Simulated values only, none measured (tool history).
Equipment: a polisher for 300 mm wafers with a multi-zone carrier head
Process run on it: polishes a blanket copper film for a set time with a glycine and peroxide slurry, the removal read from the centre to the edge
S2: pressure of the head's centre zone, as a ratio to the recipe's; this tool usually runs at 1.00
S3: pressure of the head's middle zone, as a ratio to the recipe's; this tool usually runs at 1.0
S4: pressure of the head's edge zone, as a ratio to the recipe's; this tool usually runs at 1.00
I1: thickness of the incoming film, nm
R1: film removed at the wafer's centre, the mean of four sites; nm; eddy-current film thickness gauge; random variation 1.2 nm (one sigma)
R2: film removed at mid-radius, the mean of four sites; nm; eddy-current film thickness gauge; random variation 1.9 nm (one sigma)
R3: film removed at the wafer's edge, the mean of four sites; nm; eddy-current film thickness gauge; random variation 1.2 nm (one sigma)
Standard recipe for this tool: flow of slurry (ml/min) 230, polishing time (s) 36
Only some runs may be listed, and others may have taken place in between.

Run 1, hour 0.0: usual settings; I1 1946.7. Result: R1 154.2 nm, R2 154.6 nm, R3 156.8 nm.
Run 2, hour 29.7: usual settings; I1 1948.5. Result: R1 152.8 nm, R2 153.5 nm, R3 154.3 nm.
Run 3, hour 56.5: usual settings; I1 1928.0. Result: R1 149.3 nm, R2 150.6 nm, R3 152.5 nm.
At hour 86.7: slurry nozzle cleaned.
Run 4, hour 91.1: usual settings but flow of slurry (ml/min) 295, S4 0.90; I1 1929.7. Result: R1 152.5 nm, R2 155.4 nm, R3 148.8 nm.
Run 5, hour 138.0: usual settings; I1 1932.1. Result: R1 145.2 nm, R2 151.8 nm, R3 148.4 nm.
At hour 202.6: edge zone pressure recalibrated.
Run 6, hour 203.1: usual settings; I1 1936.1. Result: R1 144.2 nm, R2 149.4 nm, R3 148.9 nm.
At hour 243.0: worn pad replaced by a new one.
Run 7, hour 251.1: usual settings; I1 1915.3. Result: R1 152.2 nm, R2 159.4 nm, R3 163.5 nm.
Run 8, hour 309.6: usual settings but flow of slurry (ml/min) 310, S2 0.88, S4 1.04, polishing time (s) 46; I1 1947.7. Result: R1 170.3 nm, R2 205.3 nm, R3 209.8 nm.
Run 9, hour 384.9: usual settings but flow of slurry (ml/min) 165; I1 1903.6. Result: R1 132.4 nm, R2 145.1 nm, R3 149.0 nm.
Run 10, hour 427.6: usual settings but S3 1.1, S4 0.94, polishing time (s) 30; I1 1937.8. Result: R1 115.9 nm, R2 134.7 nm, R3 123.0 nm.
At hour 445.3: centre zone pressure recalibrated.
Run 11, hour 454.8: usual settings; I1 1944.7. Result: R1 152.5 nm, R2 148.8 nm, R3 150.3 nm.
Run 12, hour 484.7: usual settings but S2 0.93; I1 1962.4. Result: R1 141.1 nm, R2 150.1 nm, R3 151.1 nm.

The next listed run, before its measurement:
Run 13, hour 509.3: usual settings but S4 1.08, polishing time (s) 26; I1 1954.0. Result: R1 ?, R2 ?, R3 ?.

For run 13 the tool returned R1 108.3 nm, R2 106.6 nm, R3 112.3 nm.
The same run, on a tool lacking any hidden state, would have yielded R1 118.2 nm, R2 116.9 nm, R3 123.1 nm.
